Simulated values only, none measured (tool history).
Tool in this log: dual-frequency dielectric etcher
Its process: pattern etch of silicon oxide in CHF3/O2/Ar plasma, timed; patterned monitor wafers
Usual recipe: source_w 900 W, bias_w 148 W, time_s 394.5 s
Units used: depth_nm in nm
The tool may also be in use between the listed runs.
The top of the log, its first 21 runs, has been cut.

run     day  source_w  bias_w  time_s  wafers since the last listed run  hours since the last wet clean  hours since the last source power generator calibration  hours since the last bias power generator calibration  hours since the last upper electrode change  hours since the gauge calibration  read-back reference wafer on the same gauge, depth_nm  depth_nm
 22  27.571      1000     167   297.0                                32                           347.2                                                    288.7                                                  442.1                                        192.4                               61.1                                                  661.5     658.5
 23  28.429       900     148   394.5                                51                           367.8                                                    309.3                                                  462.7                                        213.0                               81.7                                                  661.2     790.7
 24  29.846       900     148   394.5                                85                           401.8                                                    343.3                                                  496.7                                        247.0                              115.7                                                  661.2     787.9
 25  31.042       900     184   394.5                                72                           430.5                                                    372.0                                                  525.4                                        275.7                              144.4                                                  660.8     853.8
 26  32.054       750     170   497.5                                61                           454.8                                                    396.3                                                  549.7                                        300.0                              168.7                                                  661.4     943.2
     34.475  -- wet clean of the chamber
 27  34.496       900     164   394.5                                86                             0.5                                                    454.9                                                  608.3                                        358.6                              227.3                                                  661.2     824.1
 28  34.512       900     148   394.5                                 1                             0.9                                                    455.3                                                  608.7                                        359.0                              227.7                                                  660.9     799.8
 29  37.650       980     148   394.5                               189                            76.2                                                    530.6                                                  684.0                                        434.3                              303.0                                                  660.9     834.4
 30  38.833       900     136   509.5                                71                           104.6                                                    559.0                                                  712.4                                        462.7                              331.4                                                  661.4     999.9
 31  39.696       820     148   394.5                                51                           125.3                                                    579.7                                                  733.1                                        483.4                              352.1                                                  660.9     757.8

3 options for the next run, each taken on its own from the tool as it stands now. Forecast them:
  A  39.717       900     148   394.5                                 1                           125.8                                                    580.2                                                  733.6                                        483.9                              352.6                                                      ?         ?
  B  39.717       900     183   469.5                                 1                           125.8                                                    580.2                                                  733.6                                        483.9                              352.6                                                      ?         ?
  C  39.717       900     159   469.0                                 1                           125.8                                                    580.2                                                  733.6                                        483.9                              352.6                                                      ?         ?

run  read-back reference wafer on the same gauge, depth_nm  depth_nm
  A                                                  660.9     797.7
  B                                                  660.9    1022.7
  C                                                  660.9     972.2
With the hidden condition removed and each run's random variation left untouched, the same runs would have given:
run  depth_nm
  A     799.7
  B    1025.3
  C     974.6
